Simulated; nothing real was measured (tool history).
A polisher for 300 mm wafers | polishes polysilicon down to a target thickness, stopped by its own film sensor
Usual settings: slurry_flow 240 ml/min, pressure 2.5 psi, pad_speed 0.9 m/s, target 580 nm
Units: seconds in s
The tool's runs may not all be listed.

run	day	slurry_flow	pressure	pad_speed	target	incoming thickness of the incoming film, nm	seconds
1	0	240	1.9	0.9	580	1048.2	82.9
2	0.55	240	1.9	0.9	580	1054	84.5
3	2.042	240	1.9	0.9	580	1043.3	82.6
4	3.262	240	2.5	0.9	580	1041.5	63.5
5	4.242	240	2.5	0.9	580	1038.9	62
6	4.946	240	2.5	0.9	580	1042.6	63.9
7	5.917	240	2.5	0.9	580	1036.9	62.1
8	7.333	240	2.5	0.9	580	1033.8	62.4
9	8.342	240	2.5	0.9	580	1059	64.5
10	9.438	240	2.5	0.9	580	1055.7	65.3
11	11.792	240	2.5	0.9	580	1048.3	63.8
12	13.092	240	2.5	0.9	580	1036	61.2
13	14.446	240	2.5	0.9	580	1045.7	63.1
14	15.483	240	2.5	0.9	580	1048.4	63.3
15	16.096	240	3.3	0.9	580	1029.5	47.3
16	20.325	240	2.5	0.9	580	1044.1	61.7
17	20.846	165	2.5	1	580	1042.1	58.6
18	23.717	205	2.1	0.64	680	1035.6	73
19	24.817	240	2.5	0.9	580	1021	57.8
20	25.754	240	1.9	1	580	1037.2	73.2
21	26.6	270	2.5	0.7	461	1046.1	93
22	27.35	240	2.5	0.9	580	1047.7	62.1
23	28.671	240	1.6	0.64	706	1047.1	87.1
24	29.912	240	2.5	1.16	490	1056.8	59.7
25	31.267	275	2.5	0.9	580	1021.2	61.2
26	32.083	240	2.5	0.9	580	1036	62.5
27	33.054	240	2.2	1.08	580	1025.8	62.1
28	34.158	240	2.5	0.6	580	1041.2	85.6
29	36.229	240	2.5	0.9	654	1032.5	53.4
30	37.208	190	1.8	1.04	666	1041	63.6
31	37.883	240	2.5	0.9	580	1047.3	64
32	38.958	240	2.5	0.9	580	1050	65.5
33	39.625	240	3	0.9	688	1047.5	41.6
34	41.117	270	2.8	0.9	580	1039.4	56.1
35	42.575	200	2.5	0.9	491	1046.3	78.3
36	43.475	240	2.5	0.9	580	1028.4	61.8

Not shown: 7 entries that the log had between the listed runs. Between which runs, and how does the tool's hidden state differ before and after?
Between runs 3 and 4: slurry nozzle cleaned (day 2.167)
  deviation of the head's pressure from its setpoint, %: 0.746 -> 0.863
  measured less the result without the state, seconds: -0.6 -> -0.5 s
Between runs 9 and 10: worn pad replaced by a new one (day 9.108)
  deviation of the head's pressure from its setpoint, %: 1.45 -> 1.6
  measured less the result without the state, seconds: -0.9 -> -1 s
Between runs 16 and 17: worn pad replaced by a new one (day 20.521)
  deviation of the head's pressure from its setpoint, %: 3.5 -> 3.61
  measured less the result without the state, seconds: -2.1 -> -2.1 s
Between runs 18 and 19: slurry nozzle cleaned (day 23.904)
  deviation of the head's pressure from its setpoint, %: 4.25 -> 4.5
  measured less the result without the state, seconds: -3 -> -2.5 s
Between runs 24 and 25: head pressure recalibrated (day 30.096); worn pad replaced by a new one (day 31.246)
  deviation of the head's pressure from its setpoint, %: 5.81 -> 0.229
  measured less the result without the state, seconds: -3.3 -> -0.1 s
Between runs 33 and 34: worn pad replaced by a new one (day 40.375)
  deviation of the head's pressure from its setpoint, %: 0.52 -> 0.619
  measured less the result without the state, seconds: -0.2 -> -0.4 s
